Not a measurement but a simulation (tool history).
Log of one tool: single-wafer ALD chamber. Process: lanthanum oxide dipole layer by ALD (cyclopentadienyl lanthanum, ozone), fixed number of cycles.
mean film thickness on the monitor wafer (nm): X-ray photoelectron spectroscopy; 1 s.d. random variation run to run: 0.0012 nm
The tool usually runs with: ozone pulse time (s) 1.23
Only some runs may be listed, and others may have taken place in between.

run	hour	ozone pulse time (s)	wafers since the last listed run	hours since the last thermocouple change	hours since the last ozone generator service	hours since the showerhead was replaced	hours since the gauge calibration	read-back reference wafer on the same gauge, thickness_nm	mean film thickness on the monitor wafer (nm)
1	0.0	1.23	0	1674.5	425.3	3985.9	217.6	0.538	0.472
2	11.5	1.23	105	1686.0	436.8	3997.4	229.1	0.538	0.474
3	26.8	1.23	140	1701.3	452.1	4012.7	244.4	0.539	0.471
4	35.3	1.07	78	1709.8	460.6	4021.2	252.9	0.538	0.449
5	54.7	1.07	178	1729.2	480.0	4040.6	272.3	0.538	0.446
6	60.9	1.12	56	1735.4	486.2	4046.8	278.5	0.538	0.456
7	77.7	1.12	154	1752.2	503.0	4063.6	295.3	0.538	0.455
8	83.9	1.23	56	1758.4	509.2	4069.8	301.5	0.537	0.472
9	96.4	1.23	114	1770.9	521.7	4082.3	314.0	0.538	0.473
10	106.9	1.23	96	1781.4	532.2	4092.8	324.5	0.539	0.470
11	117.5	1.23	97	1792.0	542.8	4103.4	335.1	0.538	0.472
12	123.7	1.23	56	1798.2	549.0	4109.6	341.3	0.538	0.472
13	130.3	1.23	60	1804.8	555.6	4116.2	347.9	0.538	0.472
# hour 141.7: thermocouple changed; heater temperature recalibrated
14	142.1	1.23	34	0.4	567.4	4128.0	359.7	0.537	0.470
15	148.6	1.23	59	6.9	573.9	4134.5	366.2	0.538	0.472
# hour 167.1: ozone generator serviced
16	167.4	1.05	99	25.7	0.3	4153.3	385.0	0.538	0.471
17	201.2	1.23	310	59.5	34.1	4187.1	418.8	0.538	0.495
18	217.6	0.95	150	75.9	50.5	4203.5	435.2	0.538	0.446
# hour 226.9: gauge calibrated
19	227.7	0.93	92	86.0	60.6	4213.6	0.8	0.538	0.441
# hour 243.1: showerhead replaced
20	243.6	0.99	72	101.9	76.5	0.5	16.7	0.539	0.452
21	245.8	1.00	20	104.1	78.7	2.7	18.9	0.537	0.452
22	262.0	1.72	148	120.3	94.9	18.9	35.1	0.538	0.525
23	275.0	1.43	119	133.3	107.9	31.9	48.1	0.538	0.508
24	289.6	1.04	133	147.9	122.5	46.5	62.7	0.539	0.455
25	300.5	1.52	100	158.8	133.4	57.4	73.6	0.538	0.509
26	310.1	1.23	88	168.4	143.0	67.0	83.2	0.538	0.481
27	325.8	1.72	144	184.1	158.7	82.7	98.9	0.538	0.521
28	333.9	0.93	74	192.2	166.8	90.8	107.0	0.538	0.429
29	342.7	0.77	80	201.0	175.6	99.6	115.8	0.538	0.384
30	357.6	0.89	136	215.9	190.5	114.5	130.7	0.538	0.417
31	369.9	1.36	112	228.2	202.8	126.8	143.0	0.539	0.491
32	387.0	1.69	156	245.3	219.9	143.9	160.1	0.538	0.518
33	397.5	1.23	96	255.8	230.4	154.4	170.6	0.538	0.479

Difference, measured minus no-hidden-state, one row per run. Run-to-run variation is common to both terms; the gauge's own scatter need not be:
Unlogged tool condition in this case: wafer temperature above the value expected at the setpoint (K); ozone dose above that of a generator just serviced (%); gauge reads high (%).
run	mean film thickness on the monitor wafer (nm)
1	-0.026
2	-0.026
3	-0.026
4	-0.031
5	-0.031
6	-0.031
7	-0.031
8	-0.027
9	-0.027
10	-0.028
11	-0.027
12	-0.028
13	-0.028
14	-0.028
15	-0.028
16	-0.004
17	-0.006
18	-0.012
19	-0.013
20	-0.014
21	-0.014
22	-0.007
23	-0.011
24	-0.019
25	-0.010
26	-0.016
27	-0.009
28	-0.025
29	-0.029
30	-0.028
31	-0.017
32	-0.011
33	-0.022
